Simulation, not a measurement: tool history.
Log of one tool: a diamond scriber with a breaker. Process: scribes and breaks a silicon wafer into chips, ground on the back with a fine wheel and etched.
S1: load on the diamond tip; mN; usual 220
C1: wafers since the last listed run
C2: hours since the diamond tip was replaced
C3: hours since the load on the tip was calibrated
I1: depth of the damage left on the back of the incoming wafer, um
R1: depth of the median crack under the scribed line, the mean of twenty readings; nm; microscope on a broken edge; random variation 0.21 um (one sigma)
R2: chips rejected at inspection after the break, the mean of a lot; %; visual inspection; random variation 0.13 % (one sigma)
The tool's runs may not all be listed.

run   hour   S1   C1     C2      C3    I1     R1     R2
  1      0  220    0    174   665.4  0.64  12360   2.02
  2   35.3  220  116  209.3   700.7  0.69  12030   1.92
  3   48.2  220   42  222.2   713.6  0.64  12060   1.96
  4   61.6  240   44  235.6     727  0.55  12620   1.94
  5   82.2  240   67  256.2   747.6  0.41  12500   2.09
  6    106  237   78    280   771.4  0.79  12650   1.94
  7  139.2  237  109  313.2   804.6  0.77  11980   2.18
  8  166.1  237   88  340.1   831.5  0.75  12160   1.99
  9  194.6  220   93  368.6     860  0.71  11490   2.46
 10  217.2  220   74  391.2   882.6   0.5  11620   2.55
 11    242  220   81    416   907.4  0.43  11220   2.53
 12  275.3  220  109  449.3   940.7  0.37  11330   3.22
 13  300.3  220   82  474.3   965.7  0.42  11230    3.2
 14  318.6  220   60  492.6     984  0.67  11480   2.98
 15  350.6  220  105  524.6    1016  0.31  11270   3.32
 16  378.9  175   93  552.9  1044.3  0.39   9760   11.3
     393.3  -- diamond tip replaced by a new one
 17    401  182   66    7.7  1066.4  0.73   8480   19.9
       416  -- load on the tip recalibrated
 18  422.6  220   64   29.3     6.6  0.42   9440  13.53
 19    443  156   67   49.7      27  0.62   7900  27.05
 20  458.4  278   50   65.1    42.4  0.51  10770      4
 21  482.8  220   80   89.5    66.8  0.45   9210  12.17
 22  518.2  220  116  124.9   102.2  0.38   9450  11.99
 23  535.3  247   56    142   119.3  0.73  10380   7.82
 24  564.7  220   96  171.4   148.7  0.57   9760  12.81
     567.7  -- diamond tip replaced by a new one, repeated, since the last time left the tool worse
 25  599.5  195  108   31.8   183.5  0.41  11340   3.06
 26  634.1  256  113   66.4   218.1  0.76  13520   2.85
 27    659  220   82   91.3     243  0.59  12080   2.06
 28  678.1  200   62  110.4   262.1  0.53  11340   2.36
 29  708.9  243  101  141.2   292.9  0.62  12900   2.23
 30  724.6  276   51  156.9   308.6  0.74  13690   4.39
 31  744.4  173   65  176.7   328.4  0.45  10880   5.29
 32  777.6  220  109  209.9   361.6  0.38  12260   2.15
 33  813.3  183  117  245.6   397.3  0.32  10900   4.94
 34  830.3  248   55  262.6   414.3  0.72  13090   2.44
 35  860.9  220  100  293.2   444.9  0.49  11730   2.17
 36  881.7  220   68    314   465.7  0.41  12020   2.19
 37  900.5  220   61  332.8   484.5  0.38  11800   2.05
 38  913.7  161   43    346   497.7  0.66   9900   9.77
 39  939.9  247   86  372.2   523.9  0.64  12560   1.91
 40  955.8  189   52  388.1   539.8  0.61  10770   5.33
 41    989  220  109  421.3     573  0.44  11460   2.66
 42   1004  245   49  436.3     588  0.58  12270    2.1

Forecast each of these 3 alternatives for the next run:
  A  1004.6  220   1  436.9  588.6  0.39   ?   ?
  B  1004.6  181   1  436.9  588.6  0.39   ?   ?
  C  1004.6  186   1  436.9  588.6  0.39   ?   ?

run     R1    R2
  A  11190  2.83
  B  10060  7.03
  C  10210  6.25
Without the tool's hidden state the same runs would have given:
run     R1    R2
  A  11970  2.07
  B  10760  3.96
  C  10920  3.48
